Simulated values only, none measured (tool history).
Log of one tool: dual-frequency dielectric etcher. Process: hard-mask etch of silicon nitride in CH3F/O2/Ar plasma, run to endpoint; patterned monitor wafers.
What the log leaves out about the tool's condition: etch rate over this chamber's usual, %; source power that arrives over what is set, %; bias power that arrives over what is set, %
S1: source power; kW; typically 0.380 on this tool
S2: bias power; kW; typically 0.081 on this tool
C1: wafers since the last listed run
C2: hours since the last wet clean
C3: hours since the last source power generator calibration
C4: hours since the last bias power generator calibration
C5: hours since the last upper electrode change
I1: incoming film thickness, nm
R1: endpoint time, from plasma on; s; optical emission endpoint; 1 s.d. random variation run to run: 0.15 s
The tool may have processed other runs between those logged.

run,hour,S1,S2,C1,C2,C3,C4,C5,I1,R1
1,0.0,0.380,0.081,0,335.0,4653.9,4567.9,2521.8,35.77,46.8
2,7.0,0.380,0.081,71,342.0,4660.9,4574.9,2528.8,35.60,46.7
3,13.4,0.380,0.081,65,348.4,4667.3,4581.3,2535.2,35.85,46.9
4,25.6,0.380,0.081,124,360.6,4679.5,4593.5,2547.4,35.67,46.6
5,32.7,0.380,0.081,72,367.7,4686.6,4600.6,2554.5,35.65,46.6
# hour 67.6: upper electrode replaced
# hour 69.6: source power generator calibrated
# hour 85.8: wet clean of the chamber
6,86.3,0.380,0.081,116,0.5,16.7,4654.2,18.7,35.91,48.0
7,86.6,0.430,0.075,3,0.8,17.0,4654.5,19.0,35.60,47.1
8,87.0,0.430,0.075,4,1.2,17.4,4654.9,19.4,35.76,47.1
9,88.9,0.380,0.081,19,3.1,19.3,4656.8,21.3,35.83,48.2
10,98.6,0.300,0.088,98,12.8,29.0,4666.5,31.0,35.41,49.5
# hour 114.7: bias power generator calibrated
11,115.2,0.350,0.099,128,29.4,45.6,0.5,47.6,35.72,46.2
12,125.5,0.320,0.067,104,39.7,55.9,10.8,57.9,35.65,52.7
13,135.0,0.380,0.081,96,49.2,65.4,20.3,67.4,35.33,46.9
14,150.6,0.320,0.072,158,64.8,81.0,35.9,83.0,35.66,51.7
15,156.9,0.310,0.081,64,71.1,87.3,42.2,89.3,35.77,50.6
16,172.0,0.420,0.081,153,86.2,102.4,57.3,104.4,35.32,45.6
17,182.7,0.380,0.081,109,96.9,113.1,68.0,115.1,35.45,47.0
18,190.1,0.420,0.095,75,104.3,120.5,75.4,122.5,35.95,44.6

Here are 4 independent what-if runs from the current tool condition. What would each one return?
A,190.5,0.380,0.072,4,104.7,120.9,75.8,122.9,35.67,?
B,190.5,0.470,0.089,4,104.7,120.9,75.8,122.9,35.67,?
C,190.5,0.380,0.067,4,104.7,120.9,75.8,122.9,35.67,?
D,190.5,0.320,0.081,4,104.7,120.9,75.8,122.9,35.67,?

run,R1
A,48.6
B,43.3
C,49.4
D,49.7
The same runs, with their run-to-run variation unchanged, on a tool lacking any hidden condition would have given:
run,R1
A,49.6
B,44.3
C,50.5
D,50.7
